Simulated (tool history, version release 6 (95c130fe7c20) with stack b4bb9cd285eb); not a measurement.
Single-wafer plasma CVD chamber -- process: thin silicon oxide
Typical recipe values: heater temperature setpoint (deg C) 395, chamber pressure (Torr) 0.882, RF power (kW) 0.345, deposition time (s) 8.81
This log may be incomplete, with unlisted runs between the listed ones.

run    hour  heater temperature setpoint (deg C)  chamber pressure (Torr)  RF power (kW)  deposition time (s)  read-back reference wafer on the same gauge, thickness_nm  mean film thickness on the monitor wafer (Å)
  1       0                                  395                    0.882          0.345                 8.81                                                     19.689                                        197.04
  2    60.8                                  395                    0.882          0.345                 8.81                                                     19.682                                         197.7
  3    94.7                                  401                     0.73          0.345                 8.81                                                     19.691                                        160.68
  4   161.2                                  401                     0.73          0.345                 8.81                                                     19.705                                        159.39
  5   203.2                                  388                    0.771          0.345                 8.81                                                     19.691                                        171.49
  6   255.7                                  388                    0.771          0.345                 8.81                                                     19.689                                        172.94
  7   283.1                                  395                    0.882          0.345                 8.81                                                     19.692                                        197.51
  8   319.7                                  395                    0.882          0.345                 8.81                                                     19.706                                        199.31
      370.1  -- capacitance manometer re-zeroed and calibrated
  9   388.8                                  395                    0.882          0.345                 8.81                                                     19.709                                        197.42
 10   426.5                                  395                    0.882          0.345                 8.81                                                     19.681                                        198.24
 11   463.6                                  395                    0.882          0.345                 8.81                                                     19.698                                        198.64
 12   520.2                                  395                    0.972          0.345                 8.81                                                     19.706                                        216.81
 13   551.7                                  395                    0.882          0.345                 8.81                                                     19.686                                        196.39
 14   610.3                                  385                    0.678           0.32                 8.81                                                     19.698                                        141.13
      638.5  -- RF generator calibrated
 15   641.8                                  395                    0.882          0.345                 8.81                                                     19.707                                        197.57
 16   678.7                                  388                    0.746          0.345                 8.81                                                     19.708                                        166.05
      725.3  -- thermocouple changed; heater temperature recalibrated
 17   728.3                                  395                    0.695           0.37                 8.14                                                     19.682                                         145.4
 18   769.2                                  395                    0.882          0.345                 8.81                                                      19.71                                        198.71
 19   820.2                                  405                    0.882          0.325                 8.81                                                     19.703                                        190.14
 20   867.9                                  399                    0.882          0.345                  8.2                                                     19.701                                        182.49
      871.4  -- gauge calibrated
      917.2  -- showerhead replaced
 21   919.1                                  395                    0.882          0.345                 8.81                                                     19.701                                        198.62
 22     973                                  388                    0.771          0.345                 8.81                                                     19.711                                        172.32
 23  1042.5                                  395                    0.882           0.31                 8.81                                                     19.718                                        186.75
 24  1096.4                                  405                    0.882          0.395                 8.81                                                     19.692                                        208.12
 25  1153.9                                  408                    0.713           0.41                 8.11                                                     19.683                                        155.07

What if the next run were any one of these 3? Each begins from the tool's condition after run 25:
  A  1154.3                                  395                    0.882          0.345                 8.81                                                          ?                                             ?
  B  1154.3                                  395                    0.758          0.375                 8.81                                                          ?                                             ?
  C  1154.3                                  404                    0.882           0.28                 8.81                                                          ?                                             ?

run  read-back reference wafer on the same gauge, thickness_nm  mean film thickness on the monitor wafer (Å)
  A                                                     19.708                                        196.37
  B                                                     19.708                                        174.33
  C                                                     19.708                                         172.2
Take away the tool's hidden state, keep each run's random variation, and the runs would have read:
run  mean film thickness on the monitor wafer (Å)
  A                                        196.37
  B                                        174.33
  C                                         172.2
